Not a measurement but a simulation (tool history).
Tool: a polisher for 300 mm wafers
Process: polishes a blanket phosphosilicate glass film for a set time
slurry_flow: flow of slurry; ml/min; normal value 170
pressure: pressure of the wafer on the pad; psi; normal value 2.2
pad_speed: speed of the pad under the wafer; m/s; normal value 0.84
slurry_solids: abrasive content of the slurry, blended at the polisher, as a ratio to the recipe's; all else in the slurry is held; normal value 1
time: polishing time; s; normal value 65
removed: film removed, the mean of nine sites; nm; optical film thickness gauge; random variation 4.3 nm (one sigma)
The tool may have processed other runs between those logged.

run   hour  slurry_flow  pressure  pad_speed  slurry_solids  time  wafers since the last listed run  wafers polished on this pad  hours since the slurry nozzle was cleaned  hours since the head pressure was calibrated  hours since the slurry blender was calibrated  hours since the conditioning disc was replaced  incoming thickness of the incoming film, nm  removed
  1      0          170       2.2       0.84            1.1    65                                 0                            6                                        254                                         544.8                                           80.6                                           102.6                                       3898.4    410.9
  2   10.3          170       2.2       0.84            1.1    65                                63                           69                                      264.3                                         555.1                                           90.9                                           112.9                                       3921.5    411.3
  3   21.1          170       2.2       0.84            1.1    65                                66                          135                                      275.1                                         565.9                                          101.7                                           123.7                                       3950.1    406.7
  4   35.3          170       2.2       1.04              1    65                                87                          223                                      289.3                                         580.1                                          115.9                                           137.9                                       3903.9    462.7
  5   49.8          170       2.2       1.04              1    65                                89                          312                                      303.8                                         594.6                                          130.4                                           152.4                                       3861.1    467.5
  6     66          170       2.2       0.84              1    65                                99                          412                                        320                                         610.8                                          146.6                                           168.6                                       3934.3    394.4
  7   80.6          170       2.2       0.84              1    65                                89                          501                                      334.6                                         625.4                                          161.2                                           183.2                                       3860.2    392.5
  8     95          170       2.2       0.84              1    65                                88                          590                                        349                                         639.8                                          175.6                                           197.6                                       3959.1    390.1
     100.4  -- slurry blender recalibrated
  9    108          170       2.4       0.84              1    65                                67                          658                                        362                                         652.8                                            7.6                                           210.6                                         3866    418.9
     116.8  -- worn pad replaced by a new one
 10  117.4          170       1.9       0.84              1    65                                33                            3                                      371.4                                         662.2                                             17                                             220                                         3897    335.2
       131  -- head pressure recalibrated
 11  131.5          170       1.9       0.84              1    65                                74                           78                                      385.5                                           0.5                                           31.1                                           234.1                                         3976    330.1
 12  135.1          170       2.2       0.84              1    65                                22                          100                                      389.1                                           4.1                                           34.7                                           237.7                                       3949.1    392.1
 13  141.6          170       2.2       0.84              1    65                                39                          140                                      395.6                                          10.6                                           41.2                                           244.2                                         3943    383.9

What will run 14 give?
 14  158.3          190       1.8       0.92              1    65                               102                          243                                      412.3                                          27.3                                           57.9                                           260.9                                         3934        ?

{"run 14": {"removed": 342.2}}
On a tool with no hidden condition, and with the same random variation, this run would have come out at removed 355.9 nm.

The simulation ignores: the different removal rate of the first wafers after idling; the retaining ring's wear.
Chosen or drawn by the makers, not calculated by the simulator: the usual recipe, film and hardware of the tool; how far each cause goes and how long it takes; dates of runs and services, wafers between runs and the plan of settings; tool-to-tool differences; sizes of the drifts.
